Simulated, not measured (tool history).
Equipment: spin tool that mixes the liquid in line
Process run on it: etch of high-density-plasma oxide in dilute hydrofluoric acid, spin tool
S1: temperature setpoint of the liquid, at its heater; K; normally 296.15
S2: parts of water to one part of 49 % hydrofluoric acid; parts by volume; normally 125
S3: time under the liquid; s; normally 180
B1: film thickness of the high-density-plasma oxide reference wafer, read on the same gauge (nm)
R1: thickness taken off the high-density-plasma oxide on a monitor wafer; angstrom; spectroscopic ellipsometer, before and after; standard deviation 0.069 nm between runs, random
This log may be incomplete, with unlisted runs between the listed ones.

run 1 hour=0.0 | S1=296.15 S2=125 S3=180 | B1=80.00 | R1=69.1
run 2 hour=140.8 | S1=296.15 S2=125 S3=180 | B1=79.99 | R1=69.5
-- hour=146.4 thermometer replaced
run 3 hour=230.8 | S1=296.15 S2=170 S3=180 | B1=80.02 | R1=46.7
run 4 hour=287.9 | S1=296.15 S2=170 S3=180 | B1=80.03 | R1=46.9
run 5 hour=390.5 | S1=296.15 S2=170 S3=180 | B1=80.01 | R1=46.3
run 6 hour=428.1 | S1=296.15 S2=125 S3=180 | B1=80.02 | R1=67.1
run 7 hour=500.5 | S1=296.15 S2=100 S3=180 | B1=80.00 | R1=85.7
-- hour=552.5 hydrofluoric acid flow meter replaced
run 8 hour=595.9 | S1=296.15 S2=125 S3=180 | B1=79.99 | R1=71.3
run 9 hour=671.6 | S1=296.15 S2=125 S3=180 | B1=79.98 | R1=72.3
run 10 hour=728.7 | S1=296.15 S2=125 S3=180 | B1=79.97 | R1=71.7
run 11 hour=792.9 | S1=296.15 S2=125 S3=180 | B1=80.01 | R1=70.8
run 12 hour=864.6 | S1=296.15 S2=125 S3=180 | B1=80.00 | R1=70.4
run 13 hour=968.7 | S1=296.15 S2=125 S3=180 | B1=80.00 | R1=69.4
run 14 hour=1070.8 | S1=296.15 S2=125 S3=245 | B1=80.00 | R1=94.8
run 15 hour=1116.9 | S1=296.15 S2=125 S3=245 | B1=80.00 | R1=95.8
run 16 hour=1200.3 | S1=298.15 S2=125 S3=150 | B1=79.99 | R1=62.0
-- hour=1247.7 gauge calibrated
run 17 hour=1249.5 | S1=296.15 S2=125 S3=180 | B1=80.03 | R1=68.9
-- hour=1282.9 thermometer replaced
run 18 hour=1345.3 | S1=298.15 S2=165 S3=235 | B1=80.01 | R1=68.3
run 19 hour=1647.9 | S1=296.15 S2=125 S3=180 | B1=80.03 | R1=65.7
run 20 hour=1687.6 | S1=294.65 S2=70 S3=100 | B1=80.00 | R1=65.9
-- hour=1696.3 hydrofluoric acid flow meter replaced
run 21 hour=1774.9 | S1=296.15 S2=125 S3=180 | B1=80.03 | R1=71.8
run 22 hour=2043.0 | S1=300.65 S2=70 S3=285 | B1=79.98 | R1=254.2
run 23 hour=2116.3 | S1=298.15 S2=90 S3=95 | B1=80.00 | R1=56.8
run 24 hour=2169.6 | S1=296.15 S2=110 S3=275 | B1=80.01 | R1=126.5
-- hour=2342.9 thermometer replaced
run 25 hour=2424.6 | S1=296.15 S2=160 S3=250 | B1=79.99 | R1=73.0
run 26 hour=2520.7 | S1=296.15 S2=125 S3=180 | B1=80.00 | R1=68.6
run 27 hour=2625.0 | S1=296.15 S2=125 S3=180 | B1=79.98 | R1=65.9
run 28 hour=2680.7 | S1=298.15 S2=165 S3=235 | B1=80.01 | R1=68.6
run 29 hour=2783.0 | S1=296.15 S2=125 S3=180 | B1=80.04 | R1=66.5
-- hour=2863.6 hydrofluoric acid flow meter replaced
run 30 hour=2866.3 | S1=296.15 S2=75 S3=290 | B1=79.97 | R1=205.7
run 31 hour=2942.0 | S1=292.15 S2=90 S3=275 | B1=79.97 | R1=133.2
run 32 hour=3023.6 | S1=296.15 S2=80 S3=290 | B1=80.00 | R1=189.4
run 33 hour=3071.7 | S1=294.65 S2=125 S3=180 | B1=80.04 | R1=66.1

Each row is a separate what-if for the run after 33, all from the same tool condition, not one after another. Results?
run A hour=3072.2 | S1=296.15 S2=125 S3=180 | B1=? | R1=?
run B hour=3072.2 | S1=296.15 S2=90 S3=180 | B1=? | R1=?
run C hour=3072.2 | S1=299.65 S2=100 S3=75 | B1=? | R1=?

run=A B1=79.98 R1=70.9
run=B B1=79.98 R1=102.7
run=C B1=79.98 R1=43.7
Take away the tool's hidden state, keep each run's random variation, and the runs would have read:
run=A R1=73.3
run=B R1=106.2
run=C R1=45.1
